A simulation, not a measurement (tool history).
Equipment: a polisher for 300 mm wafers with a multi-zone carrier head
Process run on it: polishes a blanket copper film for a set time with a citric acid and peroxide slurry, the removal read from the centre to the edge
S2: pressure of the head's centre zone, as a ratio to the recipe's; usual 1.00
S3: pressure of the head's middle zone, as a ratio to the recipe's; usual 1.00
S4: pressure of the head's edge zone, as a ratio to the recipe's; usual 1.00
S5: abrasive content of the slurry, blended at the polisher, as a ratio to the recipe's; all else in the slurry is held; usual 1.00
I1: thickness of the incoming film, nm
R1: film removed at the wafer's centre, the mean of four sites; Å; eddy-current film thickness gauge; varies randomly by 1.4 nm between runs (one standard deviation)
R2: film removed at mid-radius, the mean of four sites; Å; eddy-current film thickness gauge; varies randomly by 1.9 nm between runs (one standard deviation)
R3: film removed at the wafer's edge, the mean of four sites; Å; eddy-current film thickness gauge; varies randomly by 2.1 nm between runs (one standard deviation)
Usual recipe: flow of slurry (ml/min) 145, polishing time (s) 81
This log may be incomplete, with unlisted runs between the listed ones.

run 1 hour=0.0 | flow_of_slurry_(ml/min)=105 S2=1.00 S3=0.92 S4=0.91 S5=1.00 polishing_time_(s)=63 | I1=1009.9 | R1=1178 R2=1169 R3=1204
run 2 hour=44.7 | flow_of_slurry_(ml/min)=145 S2=1.00 S3=1.00 S4=1.08 S5=1.00 polishing_time_(s)=103 | I1=998.8 | R1=2123 R2=2164 R3=2298
run 3 hour=84.0 | flow_of_slurry_(ml/min)=145 S2=1.00 S3=1.00 S4=1.00 S5=1.00 polishing_time_(s)=81 | I1=1015.5 | R1=1644 R2=1728 R3=1732
run 4 hour=136.6 | flow_of_slurry_(ml/min)=145 S2=1.00 S3=1.00 S4=1.00 S5=1.00 polishing_time_(s)=81 | I1=1004.2 | R1=1710 R2=1750 R3=1699
run 5 hour=171.8 | flow_of_slurry_(ml/min)=145 S2=1.00 S3=0.89 S4=0.94 S5=1.00 polishing_time_(s)=103 | I1=1013.8 | R1=2200 R2=1996 R3=2156
run 6 hour=209.0 | flow_of_slurry_(ml/min)=145 S2=1.00 S3=1.00 S4=0.96 S5=1.00 polishing_time_(s)=81 | I1=1024.4 | R1=1706 R2=1753 R3=1711
run 7 hour=246.6 | flow_of_slurry_(ml/min)=145 S2=1.00 S3=1.00 S4=1.12 S5=1.00 polishing_time_(s)=81 | I1=1008.4 | R1=1716 R2=1713 R3=1813
run 8 hour=279.6 | flow_of_slurry_(ml/min)=185 S2=1.00 S3=1.04 S4=1.11 S5=1.20 polishing_time_(s)=81 | I1=1009.8 | R1=1870 R2=1931 R3=1938
run 9 hour=322.3 | flow_of_slurry_(ml/min)=185 S2=1.00 S3=1.04 S4=1.11 S5=1.20 polishing_time_(s)=81 | I1=999.1 | R1=1876 R2=1954 R3=2002
run 10 hour=350.9 | flow_of_slurry_(ml/min)=145 S2=1.00 S3=1.00 S4=1.10 S5=0.85 polishing_time_(s)=73 | I1=1011.0 | R1=1485 R2=1521 R3=1534
run 11 hour=382.3 | flow_of_slurry_(ml/min)=145 S2=1.00 S3=1.00 S4=1.00 S5=1.00 polishing_time_(s)=81 | I1=1001.4 | R1=1722 R2=1725 R3=1750
run 12 hour=428.5 | flow_of_slurry_(ml/min)=145 S2=1.00 S3=0.97 S4=1.00 S5=1.25 polishing_time_(s)=81 | I1=993.2 | R1=1796 R2=1795 R3=1784
run 13 hour=487.6 | flow_of_slurry_(ml/min)=125 S2=1.00 S3=1.00 S4=1.00 S5=1.20 polishing_time_(s)=59 | I1=1022.1 | R1=1234 R2=1256 R3=1281
run 14 hour=542.9 | flow_of_slurry_(ml/min)=145 S2=1.00 S3=1.00 S4=1.00 S5=1.00 polishing_time_(s)=81 | I1=997.1 | R1=1693 R2=1728 R3=1733
run 15 hour=612.7 | flow_of_slurry_(ml/min)=145 S2=1.00 S3=1.00 S4=1.00 S5=1.00 polishing_time_(s)=81 | I1=996.0 | R1=1693 R2=1739 R3=1708
run 16 hour=684.6 | flow_of_slurry_(ml/min)=100 S2=1.00 S3=0.90 S4=0.93 S5=1.00 polishing_time_(s)=58 | I1=1005.3 | R1=1088 R2=1023 R3=1127
run 17 hour=747.8 | flow_of_slurry_(ml/min)=145 S2=0.95 S3=1.00 S4=1.00 S5=0.75 polishing_time_(s)=81 | I1=993.1 | R1=1509 R2=1625 R3=1641
run 18 hour=856.9 | flow_of_slurry_(ml/min)=145 S2=1.00 S3=1.00 S4=1.00 S5=1.00 polishing_time_(s)=81 | I1=998.5 | R1=1659 R2=1701 R3=1697
run 19 hour=914.2 | flow_of_slurry_(ml/min)=145 S2=1.00 S3=1.00 S4=1.00 S5=0.90 polishing_time_(s)=81 | I1=1031.3 | R1=1619 R2=1697 R3=1679
run 20 hour=981.6 | flow_of_slurry_(ml/min)=145 S2=1.00 S3=0.95 S4=1.11 S5=1.00 polishing_time_(s)=81 | I1=1026.1 | R1=1639 R2=1651 R3=1769
run 21 hour=1033.3 | flow_of_slurry_(ml/min)=145 S2=1.00 S3=1.00 S4=1.00 S5=1.00 polishing_time_(s)=81 | I1=1003.5 | R1=1715 R2=1703 R3=1741

Missing from the log above: 8 entries noted between runs. For each, name the pair of listed runs it sits between and say how the tool's hidden condition differs from the listed run just before to the listed run just after:
In the gap between runs 3 and 4: centre zone pressure recalibrated (hour 95.2); edge zone pressure recalibrated (hour 120.4)
  deviation of the centre zone's pressure from its setpoint, %: -4.37 -> -0.0862
  measured value less the no-hidden-state value, R1: -76 -> -1 Å
In the gap between runs 11 and 12: worn pad replaced by a new one (hour 395.2)
  deviation of the centre zone's pressure from its setpoint, %: -0.599 -> -0.781
  measured value less the no-hidden-state value, R1: -10 -> -14 Å
In the gap between runs 12 and 13: slurry nozzle cleaned (hour 474.1)
  deviation of the centre zone's pressure from its setpoint, %: -0.781 -> -1.05
  measured value less the no-hidden-state value, R1: -14 -> -13 Å
In the gap between runs 13 and 14: carrier head's membrane replaced by a new one (hour 496.0)
  deviation of the centre zone's pressure from its setpoint, %: -1.05 -> -1.35
  measured value less the no-hidden-state value, R1: -13 -> -24 Å
In the gap between runs 17 and 18: worn pad replaced by a new one (hour 832.9)
  deviation of the centre zone's pressure from its setpoint, %: -2.78 -> -3.76
  measured value less the no-hidden-state value, R1: -44 -> -65 Å
In the gap between runs 18 and 19: slurry nozzle cleaned (hour 902.9)
  deviation of the centre zone's pressure from its setpoint, %: -3.76 -> -4.33
  measured value less the no-hidden-state value, R1: -65 -> -74 Å
In the gap between runs 20 and 21: centre zone pressure recalibrated (hour 1023.5)
  deviation of the centre zone's pressure from its setpoint, %: -5.06 -> -0.254
  measured value less the no-hidden-state value, R1: -88 -> -5 Å

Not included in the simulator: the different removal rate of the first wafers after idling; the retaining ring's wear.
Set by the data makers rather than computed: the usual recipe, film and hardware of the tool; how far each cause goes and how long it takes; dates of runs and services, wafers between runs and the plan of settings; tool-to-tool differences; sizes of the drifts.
